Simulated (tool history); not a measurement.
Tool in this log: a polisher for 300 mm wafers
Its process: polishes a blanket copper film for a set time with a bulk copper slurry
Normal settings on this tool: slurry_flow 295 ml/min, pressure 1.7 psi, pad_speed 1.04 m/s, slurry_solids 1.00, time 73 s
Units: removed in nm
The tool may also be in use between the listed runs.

run	hour	slurry_flow	pressure	pad_speed	slurry_solids	time	wafers since the last listed run	wafers polished on this pad	hours since the slurry nozzle was cleaned	hours since the head pressure was calibrated	hours since the slurry blender was calibrated	incoming thickness of the incoming film, nm	removed
1	0.0	295	1.7	1.04	1.00	73	0	364	78.3	38.3	192.7	3831.3	408.5
2	31.6	360	1.9	1.04	1.00	73	199	563	109.9	69.9	224.3	3870.1	456.6
3	65.4	360	1.9	1.04	1.00	73	213	776	143.7	103.7	258.1	3830.9	455.0
# hour 81.0: slurry blender recalibrated
4	89.4	295	1.7	1.04	0.75	73	138	915	167.7	127.7	8.4	3797.7	381.2
5	118.5	295	1.7	1.04	0.80	63	183	1099	196.8	156.8	37.5	3788.8	324.9
6	171.5	295	1.7	1.04	0.80	63	334	1433	249.8	209.8	90.5	3854.6	321.3
# hour 184.9: slurry nozzle cleaned
7	206.6	295	1.7	1.04	0.85	73	215	1648	21.7	244.9	125.6	3848.9	380.4
8	237.1	295	1.7	1.04	1.00	73	192	1841	52.2	275.4	156.1	3843.9	389.1
9	249.3	295	1.7	1.04	1.00	73	76	1918	64.4	287.6	168.3	3827.5	398.7
# hour 265.9: worn pad replaced by a new one
10	266.4	395	1.7	1.04	0.70	73	82	3	81.5	304.7	185.4	3898.1	374.0
11	278.9	295	1.7	1.04	1.00	73	78	81	94.0	317.2	197.9	3772.3	392.7
# hour 287.6: head pressure recalibrated, repeated, since the last time left the tool worse
12	311.1	295	1.7	1.22	1.00	73	190	272	126.2	23.5	230.1	3797.6	502.6
13	330.0	295	1.7	1.04	1.00	73	119	391	145.1	42.4	249.0	3754.3	445.3
14	345.9	295	1.1	1.04	1.00	73	100	492	161.0	58.3	264.9	3866.8	298.3
# hour 348.5: slurry blender recalibrated
15	361.9	295	1.7	0.94	0.90	48	88	580	177.0	74.3	13.4	3869.3	278.4
16	389.4	295	1.7	1.04	1.00	73	173	753	204.5	101.8	40.9	3899.2	451.6
17	411.6	380	2.0	1.04	1.00	87	140	893	226.7	124.0	63.1	3835.6	655.3
18	439.2	220	1.7	1.32	1.25	54	174	1068	254.3	151.6	90.7	3816.6	394.3
19	465.9	380	1.7	0.94	1.00	73	168	1236	281.0	178.3	117.4	3841.0	433.4
20	492.3	295	1.7	1.04	1.00	73	166	1403	307.4	204.7	143.8	3826.3	451.7
# hour 511.2: slurry nozzle cleaned
21	534.8	295	1.7	1.04	1.00	73	261	1664	23.6	247.2	186.3	3810.3	444.8
# hour 552.4: worn pad replaced by a new one
22	552.9	295	1.3	1.04	1.00	88	88	3	41.7	265.3	204.4	3820.7	407.7
23	565.8	355	1.7	1.36	1.00	96	81	84	54.6	278.2	217.3	3827.0	705.6
24	583.3	295	1.7	1.04	1.00	91	110	195	72.1	295.7	234.8	3813.0	551.3
25	614.7	295	2.0	1.04	1.00	47	198	393	103.5	327.1	266.2	3877.7	326.8
26	649.3	295	1.3	1.22	1.00	73	218	611	138.1	361.7	300.8	3873.2	371.1
# hour 679.3: slurry blender recalibrated
27	736.0	295	1.7	1.04	1.00	73	534	1146	224.8	448.4	56.7	3891.1	427.6
# hour 764.7: head pressure recalibrated
28	770.0	270	2.0	1.04	1.00	73	201	1348	258.8	5.3	90.7	3898.4	535.4
29	795.0	295	1.7	1.04	1.00	47	157	1505	283.8	30.3	115.7	3890.6	296.0
# hour 809.4: worn pad replaced by a new one
30	827.3	295	1.7	1.04	1.00	73	178	113	316.1	62.6	148.0	3757.1	448.6
# hour 840.1: slurry nozzle cleaned
31	845.0	295	2.1	1.04	1.00	73	105	218	4.9	80.3	165.7	3865.0	575.2

Some steps in removed between neighbouring runs. How much of each would the tool show without its hidden state too (settings, what came in, random variation), and how much is left for the hidden state, with any gauge scatter that isn't in both results?
The tool's hidden condition here consists of: removal rate lost through wear of the pad, %; slurry flow missing at the pad, %; deviation of the head's pressure from its setpoint, %; abrasive missing from the slurry, %.
Run 11 -> 12: pad_speed 1.04 -> 1.22, head pressure recalibrated, repeated, since the last time left the tool worse. removed +109.9 nm: hidden state +68.0, all else +41.9.
Run 17 -> 18: slurry_flow 380 -> 220, pressure 2.0 -> 1.7, pad_speed 1.04 -> 1.32, slurry_solids 1.00 -> 1.25, time 87 -> 54. removed -261.0 nm: hidden state +0.0, all else -261.0.
Run 22 -> 23: slurry_flow 295 -> 355, pressure 1.3 -> 1.7, pad_speed 1.04 -> 1.36, time 88 -> 96. removed +297.9 nm: hidden state -7.6, all else +305.5.
Run 26 -> 27: pressure 1.3 -> 1.7, pad_speed 1.22 -> 1.04, slurry blender recalibrated. removed +56.5 nm: hidden state -12.2, all else +68.7.
Run 27 -> 28: slurry_flow 295 -> 270, pressure 1.7 -> 2.0, head pressure recalibrated. removed +107.8 nm: hidden state +29.6, all else +78.2.
Run 28 -> 29: slurry_flow 270 -> 295, pressure 2.0 -> 1.7, time 73 -> 47. removed -239.4 nm: hidden state -1.3, all else -238.1.
